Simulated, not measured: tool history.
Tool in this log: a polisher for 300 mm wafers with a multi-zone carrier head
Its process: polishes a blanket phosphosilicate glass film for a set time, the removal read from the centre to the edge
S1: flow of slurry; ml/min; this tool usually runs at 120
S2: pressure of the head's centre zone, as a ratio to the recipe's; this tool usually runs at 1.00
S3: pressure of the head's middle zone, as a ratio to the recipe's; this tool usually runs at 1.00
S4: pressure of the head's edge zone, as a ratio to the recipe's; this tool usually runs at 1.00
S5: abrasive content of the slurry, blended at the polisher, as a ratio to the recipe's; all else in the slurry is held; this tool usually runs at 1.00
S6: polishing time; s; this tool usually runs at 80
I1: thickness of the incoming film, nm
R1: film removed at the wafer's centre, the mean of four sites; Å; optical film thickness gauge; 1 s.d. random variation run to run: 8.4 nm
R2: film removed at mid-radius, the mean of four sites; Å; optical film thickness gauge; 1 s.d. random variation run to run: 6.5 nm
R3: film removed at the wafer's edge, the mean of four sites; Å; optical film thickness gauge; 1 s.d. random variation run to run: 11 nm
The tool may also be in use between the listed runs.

Run 1, hour 0.0: usual settings; I1 4699.6. Result: R1 8460 Å, R2 7710 Å, R3 7843 Å.
Run 2, hour 10.6: usual settings but S1 95 ml/min, S2 0.88, S4 0.97, S6 64 s; I1 4669.2. Result: R1 5607 Å, R2 5753 Å, R3 6006 Å.
Run 3, hour 17.1: usual settings; I1 4767.4. Result: R1 8559 Å, R2 7656 Å, R3 7831 Å.
Run 4, hour 23.4: usual settings; I1 4710.8. Result: R1 8433 Å, R2 7742 Å, R3 7899 Å.
At hour 40.3: carrier head's membrane replaced by a new one.
Run 5, hour 40.8: usual settings but S6 104 s; I1 4766.7. Result: R1 11209 Å, R2 10044 Å, R3 10349 Å.
At hour 48.3: centre zone pressure recalibrated.
Run 6, hour 52.1: usual settings but S5 0.75; I1 4764.2. Result: R1 7204 Å, R2 6769 Å, R3 6826 Å.
Run 7, hour 69.1: usual settings but S3 1.08; I1 4708.6. Result: R1 8105 Å, R2 7978 Å, R3 7955 Å.
Run 8, hour 83.6: usual settings but S2 0.93, S6 67 s; I1 4727.6. Result: R1 6368 Å, R2 6437 Å, R3 6468 Å.
At hour 102.4: worn pad replaced by a new one.
Run 9, hour 102.9: usual settings but S1 95 ml/min; I1 4728.3. Result: R1 7577 Å, R2 7349 Å, R3 7367 Å.
Run 10, hour 107.8: usual settings but S5 0.75; I1 4694.1. Result: R1 7055 Å, R2 6770 Å, R3 6975 Å.
Run 11, hour 121.7: usual settings but S2 1.05, S4 1.06; I1 4745.8. Result: R1 8576 Å, R2 7767 Å, R3 8114 Å.
Run 12, hour 138.9: usual settings but S2 1.07, S3 0.90, S5 0.85, S6 65 s; I1 4781.4. Result: R1 6624 Å, R2 5484 Å, R3 5936 Å.
At hour 142.6: edge zone pressure recalibrated.
Run 13, hour 149.3: usual settings but S2 1.11; I1 4775.3. Result: R1 9075 Å, R2 7676 Å, R3 8167 Å.
Run 14, hour 158.5: usual settings but S4 1.04, S6 70 s; I1 4649.5. Result: R1 7097 Å, R2 6736 Å, R3 6999 Å.
Run 15, hour 169.2: usual settings but S1 100 ml/min, S5 1.15; I1 4658.4. Result: R1 8354 Å, R2 7912 Å, R3 8104 Å.
Run 16, hour 178.6: usual settings but S4 1.04; I1 4705.5. Result: R1 8171 Å, R2 7787 Å, R3 8028 Å.
Run 17, hour 192.7: usual settings but S2 0.88, S3 0.93, S5 1.20, S6 96 s; I1 4723.4. Result: R1 9187 Å, R2 9774 Å, R3 10091 Å.
Run 18, hour 202.0: usual settings; I1 4694.2. Result: R1 8137 Å, R2 7771 Å, R3 7916 Å.
Run 19, hour 216.7: usual settings but S5 0.80; I1 4747.6. Result: R1 7457 Å, R2 6970 Å, R3 7154 Å.
At hour 230.8: worn pad replaced by a new one.
Run 20, hour 234.4: usual settings but S3 0.92; I1 4768.1. Result: R1 8063 Å, R2 7386 Å, R3 7975 Å.
Run 21, hour 244.7: usual settings but S2 1.05, S4 1.03; I1 4670.1. Result: R1 8674 Å, R2 7772 Å, R3 7903 Å.
Run 22, hour 257.3: usual settings but S4 1.09, S5 0.80, S6 68 s; I1 4662.9. Result: R1 6290 Å, R2 5861 Å, R3 6432 Å.
Run 23, hour 268.8: usual settings but S3 1.08; I1 4768.8. Result: R1 8126 Å, R2 8059 Å, R3 7810 Å.

What if the next run were any one of these 3? Each begins from the tool's condition after run 23:
Run A, hour 269.2: usual settings; I1 4696.8. Result: R1 ?, R2 ?, R3 ?.
Run B, hour 269.2: usual settings but S2 0.91, S5 1.15; I1 4696.8. Result: R1 ?, R2 ?, R3 ?.
Run C, hour 269.2: usual settings but S3 1.07; I1 4696.8. Result: R1 ?, R2 ?, R3 ?.

run    R1    R2    R3
  A  8056  7839  7921
  B  7774  8322  8404
  C  8059  8129  7916
What these runs would have given with no unlogged condition in the tool:
run    R1    R2    R3
  A  7935  7840  7921
  B  7655  8322  8404
  C  7937  8130  7916
